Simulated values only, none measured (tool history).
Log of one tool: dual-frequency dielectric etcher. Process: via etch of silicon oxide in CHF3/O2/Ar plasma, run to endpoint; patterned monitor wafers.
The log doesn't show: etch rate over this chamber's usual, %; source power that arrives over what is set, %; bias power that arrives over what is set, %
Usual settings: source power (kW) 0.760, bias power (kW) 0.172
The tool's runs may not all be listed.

run	hour	source power (kW)	bias power (kW)	wafers since the last listed run	hours since the last wet clean	hours since the last source power generator calibration	hours since the last bias power generator calibration	hours since the last upper electrode change	incoming incoming film thickness, nm	endpoint time (s)
1	0.0	0.760	0.172	0	0.5	1915.6	1627.4	4116.2	664.8	331.6
2	37.3	0.760	0.205	229	37.8	1952.9	1664.7	4153.5	666.6	315.7
3	127.0	0.670	0.172	551	127.5	2042.6	1754.4	4243.2	667.8	354.5
4	230.8	0.670	0.172	638	231.3	2146.4	1858.2	4347.0	661.4	351.7
5	287.4	0.670	0.172	347	287.9	2203.0	1914.8	4403.6	663.1	352.8
6	383.4	0.880	0.189	590	383.9	2299.0	2010.8	4499.6	653.8	304.3
7	476.9	0.880	0.189	574	477.4	2392.5	2104.3	4593.1	661.2	309.0
# hour 551.5: wet clean of the chamber
8	563.9	0.670	0.186	387	12.4	2479.5	2191.3	4680.1	660.8	341.9
9	668.0	0.670	0.186	639	116.5	2583.6	2295.4	4784.2	653.8	341.0
# hour 682.9: bias power generator calibrated
10	722.4	0.800	0.172	309	170.9	2638.0	39.5	4838.6	668.0	323.3
11	817.7	0.810	0.172	585	266.2	2733.3	134.8	4933.9	662.1	322.6
12	894.1	0.830	0.162	469	342.6	2809.7	211.2	5010.3	666.0	327.0
13	976.2	0.840	0.172	504	424.7	2891.8	293.3	5092.4	661.4	318.6
# hour 1029.8: upper electrode replaced
14	1045.0	0.760	0.172	275	493.5	2960.6	362.1	15.2	663.7	336.2
# hour 1071.6: wet clean of the chamber
15	1115.4	0.760	0.172	285	43.8	3031.0	432.5	85.6	660.0	328.3
16	1181.0	0.590	0.199	403	109.4	3096.6	498.1	151.2	657.4	347.0
17	1243.2	0.620	0.172	382	171.6	3158.8	560.3	213.4	661.8	358.2
# hour 1286.5: source power generator calibrated
18	1291.0	0.630	0.187	269	219.4	4.5	608.1	261.2	655.0	346.1
19	1360.5	0.910	0.172	427	288.9	74.0	677.6	330.7	658.0	305.1
20	1440.3	0.760	0.172	490	368.7	153.8	757.4	410.5	656.4	330.3
21	1511.3	0.680	0.172	436	439.7	224.8	828.4	481.5	661.5	353.0
22	1577.2	0.760	0.172	405	505.6	290.7	894.3	547.4	667.0	339.1
23	1683.0	0.680	0.199	650	611.4	396.5	1000.1	653.2	661.9	337.2
# hour 1761.0: wet clean of the chamber
24	1778.2	0.930	0.148	437	17.2	491.7	1095.3	748.4	657.2	311.9
25	1818.1	0.760	0.172	245	57.1	531.6	1135.2	788.3	667.0	330.9
26	1870.3	0.760	0.172	320	109.3	583.8	1187.4	840.5	660.0	330.1
27	1962.9	0.620	0.172	569	201.9	676.4	1280.0	933.1	660.9	362.2
28	2020.0	0.760	0.207	350	259.0	733.5	1337.1	990.2	665.5	315.8
29	2059.1	0.870	0.189	240	298.1	772.6	1376.2	1029.3	663.5	307.7
30	2105.9	0.760	0.141	287	344.9	819.4	1423.0	1076.1	661.4	352.3
31	2153.8	0.760	0.132	294	392.8	867.3	1470.9	1124.0	659.8	360.1
32	2240.5	0.630	0.136	532	479.5	954.0	1557.6	1210.7	655.4	387.1
33	2296.2	0.950	0.150	342	535.2	1009.7	1613.3	1266.4	661.7	319.1
34	2396.8	0.590	0.172	618	635.8	1110.3	1713.9	1367.0	664.6	382.4
# hour 2453.5: wet clean of the chamber
35	2459.1	0.760	0.172	235	5.6	1172.6	1776.2	1429.3	660.8	329.6

4 ways to go on from here, each from the tool as it stands after run 35. What would each give?
A	2459.6	0.760	0.206	3	6.1	1173.1	1776.7	1429.8	661.2	?
B	2459.6	0.660	0.172	3	6.1	1173.1	1776.7	1429.8	661.2	?
C	2459.6	0.950	0.155	3	6.1	1173.1	1776.7	1429.8	661.2	?
D	2459.6	0.640	0.203	3	6.1	1173.1	1776.7	1429.8	661.2	?

run	endpoint time (s)
A	313.0
B	350.7
C	309.0
D	338.3
Without the tool's hidden state the same runs would have given:
run	endpoint time (s)
A	309.4
B	346.8
C	305.7
D	334.4
